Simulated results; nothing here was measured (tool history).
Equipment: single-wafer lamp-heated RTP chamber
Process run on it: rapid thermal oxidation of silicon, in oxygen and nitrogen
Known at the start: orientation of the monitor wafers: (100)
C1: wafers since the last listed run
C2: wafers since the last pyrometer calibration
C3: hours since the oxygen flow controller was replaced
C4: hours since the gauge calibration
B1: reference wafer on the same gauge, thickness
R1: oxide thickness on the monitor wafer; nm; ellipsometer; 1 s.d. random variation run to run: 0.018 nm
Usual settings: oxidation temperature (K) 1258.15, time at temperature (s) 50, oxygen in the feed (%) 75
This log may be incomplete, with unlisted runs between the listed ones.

{"run": 1, "day": 0.0, "oxidation temperature (K)": 1258.15, "time at temperature (s)": 50, "oxygen in the feed (%)": 75, "C1": 0, "C2": 2183, "C3": 2349.3, "C4": 227, "B1": 3.416, "R1": 4.242}
{"run": 2, "day": 2.438, "oxidation temperature (K)": 1258.15, "time at temperature (s)": 50, "oxygen in the feed (%)": 75, "C1": 472, "C2": 2655, "C3": 2407.8, "C4": 285.5, "B1": 3.412, "R1": 4.302}
{"run": 3, "day": 5.275, "oxidation temperature (K)": 1258.15, "time at temperature (s)": 33, "oxygen in the feed (%)": 75, "C1": 549, "C2": 3205, "C3": 2475.9, "C4": 353.6, "B1": 3.407, "R1": 3.657}
{"day": 5.608, "done": "pyrometer window cleaned and pyrometer calibrated"}
{"run": 4, "day": 6.425, "oxidation temperature (K)": 1258.15, "time at temperature (s)": 33, "oxygen in the feed (%)": 75, "C1": 158, "C2": 158, "C3": 2503.5, "C4": 381.2, "B1": 3.412, "R1": 3.528}
{"run": 5, "day": 7.521, "oxidation temperature (K)": 1258.15, "time at temperature (s)": 50, "oxygen in the feed (%)": 75, "C1": 212, "C2": 370, "C3": 2529.8, "C4": 407.5, "B1": 3.402, "R1": 4.175}
{"run": 6, "day": 9.433, "oxidation temperature (K)": 1258.15, "time at temperature (s)": 50, "oxygen in the feed (%)": 75, "C1": 370, "C2": 741, "C3": 2575.7, "C4": 453.4, "B1": 3.416, "R1": 4.184}
{"run": 7, "day": 12.358, "oxidation temperature (K)": 1258.15, "time at temperature (s)": 50, "oxygen in the feed (%)": 75, "C1": 566, "C2": 1307, "C3": 2645.9, "C4": 523.6, "B1": 3.414, "R1": 4.223}
{"run": 8, "day": 14.996, "oxidation temperature (K)": 1258.15, "time at temperature (s)": 50, "oxygen in the feed (%)": 98, "C1": 511, "C2": 1818, "C3": 2709.2, "C4": 586.9, "B1": 3.409, "R1": 4.661}
{"run": 9, "day": 16.767, "oxidation temperature (K)": 1258.15, "time at temperature (s)": 50, "oxygen in the feed (%)": 98, "C1": 343, "C2": 2162, "C3": 2751.7, "C4": 629.4, "B1": 3.411, "R1": 4.679}
{"run": 10, "day": 19.738, "oxidation temperature (K)": 1258.15, "time at temperature (s)": 50, "oxygen in the feed (%)": 98, "C1": 575, "C2": 2737, "C3": 2823, "C4": 700.7, "B1": 3.42, "R1": 4.693}
{"day": 23.933, "done": "pyrometer window cleaned and pyrometer calibrated"}
{"run": 11, "day": 26.858, "oxidation temperature (K)": 1258.15, "time at temperature (s)": 50, "oxygen in the feed (%)": 75, "C1": 1315, "C2": 566, "C3": 2993.9, "C4": 871.6, "B1": 3.403, "R1": 4.208}
{"run": 12, "day": 29.2, "oxidation temperature (K)": 1258.15, "time at temperature (s)": 50, "oxygen in the feed (%)": 75, "C1": 453, "C2": 1020, "C3": 3050.1, "C4": 927.8, "B1": 3.405, "R1": 4.232}
{"run": 13, "day": 31.446, "oxidation temperature (K)": 1258.15, "time at temperature (s)": 50, "oxygen in the feed (%)": 92, "C1": 435, "C2": 1455, "C3": 3104, "C4": 981.7, "B1": 3.407, "R1": 4.538}
{"day": 32.033, "done": "oxygen flow controller replaced"}
{"run": 14, "day": 34.15, "oxidation temperature (K)": 1258.15, "time at temperature (s)": 50, "oxygen in the feed (%)": 92, "C1": 459, "C2": 1914, "C3": 50.8, "C4": 1046.6, "B1": 3.406, "R1": 4.555}
{"run": 15, "day": 36.446, "oxidation temperature (K)": 1258.15, "time at temperature (s)": 50, "oxygen in the feed (%)": 92, "C1": 444, "C2": 2359, "C3": 105.9, "C4": 1101.7, "B1": 3.41, "R1": 4.582}
{"day": 38.096, "done": "pyrometer window cleaned and pyrometer calibrated"}
{"run": 16, "day": 38.117, "oxidation temperature (K)": 1258.15, "time at temperature (s)": 50, "oxygen in the feed (%)": 75, "C1": 259, "C2": 3, "C3": 146, "C4": 1141.8, "B1": 3.41, "R1": 4.154}
{"run": 17, "day": 39.854, "oxidation temperature (K)": 1258.15, "time at temperature (s)": 50, "oxygen in the feed (%)": 75, "C1": 336, "C2": 340, "C3": 187.7, "C4": 1183.5, "B1": 3.41, "R1": 4.167}
{"run": 18, "day": 41.079, "oxidation temperature (K)": 1258.15, "time at temperature (s)": 39, "oxygen in the feed (%)": 75, "C1": 237, "C2": 577, "C3": 217.1, "C4": 1212.9, "B1": 3.412, "R1": 3.792}
{"run": 19, "day": 43.521, "oxidation temperature (K)": 1258.15, "time at temperature (s)": 50, "oxygen in the feed (%)": 75, "C1": 473, "C2": 1051, "C3": 275.7, "C4": 1271.5, "B1": 3.408, "R1": 4.206}
{"day": 44.429, "done": "gauge calibrated"}
{"run": 20, "day": 44.971, "oxidation temperature (K)": 1258.15, "time at temperature (s)": 50, "oxygen in the feed (%)": 84, "C1": 280, "C2": 1332, "C3": 310.5, "C4": 13, "B1": 3.409, "R1": 4.361}
{"run": 21, "day": 46.146, "oxidation temperature (K)": 1268.15, "time at temperature (s)": 50, "oxygen in the feed (%)": 75, "C1": 227, "C2": 1559, "C3": 338.7, "C4": 41.2, "B1": 3.407, "R1": 4.565}
{"run": 22, "day": 48.908, "oxidation temperature (K)": 1258.15, "time at temperature (s)": 50, "oxygen in the feed (%)": 60, "C1": 535, "C2": 2095, "C3": 405, "C4": 107.5, "B1": 3.412, "R1": 3.989}
{"run": 23, "day": 51.596, "oxidation temperature (K)": 1258.15, "time at temperature (s)": 65, "oxygen in the feed (%)": 57, "C1": 520, "C2": 2615, "C3": 469.5, "C4": 172, "B1": 3.418, "R1": 4.382}
{"run": 24, "day": 54.138, "oxidation temperature (K)": 1229.15, "time at temperature (s)": 50, "oxygen in the feed (%)": 75, "C1": 492, "C2": 3108, "C3": 530.5, "C4": 233, "B1": 3.414, "R1": 3.558}
{"day": 54.704, "done": "pyrometer window cleaned and pyrometer calibrated"}
{"run": 25, "day": 56.138, "oxidation temperature (K)": 1258.15, "time at temperature (s)": 50, "oxygen in the feed (%)": 75, "C1": 322, "C2": 277, "C3": 578.5, "C4": 281, "B1": 3.414, "R1": 4.168}
{"run": 26, "day": 58.371, "oxidation temperature (K)": 1284.15, "time at temperature (s)": 50, "oxygen in the feed (%)": 57, "C1": 432, "C2": 710, "C3": 632.1, "C4": 334.6, "B1": 3.417, "R1": 4.58}
{"run": 27, "day": 60.121, "oxidation temperature (K)": 1258.15, "time at temperature (s)": 33, "oxygen in the feed (%)": 98, "C1": 339, "C2": 1049, "C3": 674.1, "C4": 376.6, "B1": 3.407, "R1": 3.873}
{"run": 28, "day": 62.258, "oxidation temperature (K)": 1258.15, "time at temperature (s)": 50, "oxygen in the feed (%)": 75, "C1": 414, "C2": 1463, "C3": 725.4, "C4": 427.9, "B1": 3.407, "R1": 4.183}
{"run": 29, "day": 63.796, "oxidation temperature (K)": 1244.15, "time at temperature (s)": 71, "oxygen in the feed (%)": 45, "C1": 297, "C2": 1761, "C3": 762.3, "C4": 464.8, "B1": 3.415, "R1": 3.799}
{"run": 30, "day": 66.329, "oxidation temperature (K)": 1233.15, "time at temperature (s)": 35, "oxygen in the feed (%)": 75, "C1": 490, "C2": 2252, "C3": 823.1, "C4": 525.6, "B1": 3.41, "R1": 3.15}
{"run": 31, "day": 67.362, "oxidation temperature (K)": 1258.15, "time at temperature (s)": 59, "oxygen in the feed (%)": 75, "C1": 200, "C2": 2452, "C3": 847.9, "C4": 550.4, "B1": 3.407, "R1": 4.583}
{"run": 32, "day": 70.004, "oxidation temperature (K)": 1279.15, "time at temperature (s)": 50, "oxygen in the feed (%)": 98, "C1": 511, "C2": 2964, "C3": 911.3, "C4": 613.8, "B1": 3.407, "R1": 5.448}
{"day": 71.4, "done": "pyrometer window cleaned and pyrometer calibrated"}
{"run": 33, "day": 72.308, "oxidation temperature (K)": 1258.15, "time at temperature (s)": 50, "oxygen in the feed (%)": 91, "C1": 381, "C2": 175, "C3": 966.6, "C4": 669.1, "B1": 3.409, "R1": 4.445}
{"run": 34, "day": 73.775, "oxidation temperature (K)": 1274.15, "time at temperature (s)": 59, "oxygen in the feed (%)": 98, "C1": 284, "C2": 460, "C3": 1001.8, "C4": 704.3, "B1": 3.413, "R1": 5.486}
{"run": 35, "day": 76.45, "oxidation temperature (K)": 1229.15, "time at temperature (s)": 50, "oxygen in the feed (%)": 75, "C1": 518, "C2": 978, "C3": 1066, "C4": 768.5, "B1": 3.408, "R1": 3.433}
{"run": 36, "day": 77.896, "oxidation temperature (K)": 1239.15, "time at temperature (s)": 50, "oxygen in the feed (%)": 58, "C1": 280, "C2": 1258, "C3": 1100.7, "C4": 803.2, "B1": 3.405, "R1": 3.443}
{"run": 37, "day": 79.821, "oxidation temperature (K)": 1258.15, "time at temperature (s)": 50, "oxygen in the feed (%)": 92, "C1": 373, "C2": 1631, "C3": 1146.9, "C4": 849.4, "B1": 3.41, "R1": 4.522}
{"run": 38, "day": 81.238, "oxidation temperature (K)": 1258.15, "time at temperature (s)": 60, "oxygen in the feed (%)": 75, "C1": 274, "C2": 1906, "C3": 1180.9, "C4": 883.4, "B1": 3.41, "R1": 4.604}

4 ways to go on from here, each from the tool as it stands after run 38. What would each give?
{"run": "A", "day": 81.258, "oxidation temperature (K)": 1245.15, "time at temperature (s)": 50, "oxygen in the feed (%)": 75, "C1": 4, "C2": 1910, "C3": 1181.4, "C4": 883.9, "B1": "?", "R1": "?"}
{"run": "B", "day": 81.258, "oxidation temperature (K)": 1278.15, "time at temperature (s)": 41, "oxygen in the feed (%)": 75, "C1": 4, "C2": 1910, "C3": 1181.4, "C4": 883.9, "B1": "?", "R1": "?"}
{"run": "C", "day": 81.258, "oxidation temperature (K)": 1239.15, "time at temperature (s)": 26, "oxygen in the feed (%)": 98, "C1": 4, "C2": 1910, "C3": 1181.4, "C4": 883.9, "B1": "?", "R1": "?"}
{"run": "D", "day": 81.258, "oxidation temperature (K)": 1249.15, "time at temperature (s)": 35, "oxygen in the feed (%)": 49, "C1": 4, "C2": 1910, "C3": 1181.4, "C4": 883.9, "B1": "?", "R1": "?"}

run=A B1=3.417 R1=3.852
run=B B1=3.417 R1=4.467
run=C B1=3.417 R1=3.126
run=D B1=3.417 R1=3.055
With no hidden state in the tool, these same runs would have given:
run=A R1=3.759
run=B R1=4.356
run=C R1=3.058
run=D R1=2.994

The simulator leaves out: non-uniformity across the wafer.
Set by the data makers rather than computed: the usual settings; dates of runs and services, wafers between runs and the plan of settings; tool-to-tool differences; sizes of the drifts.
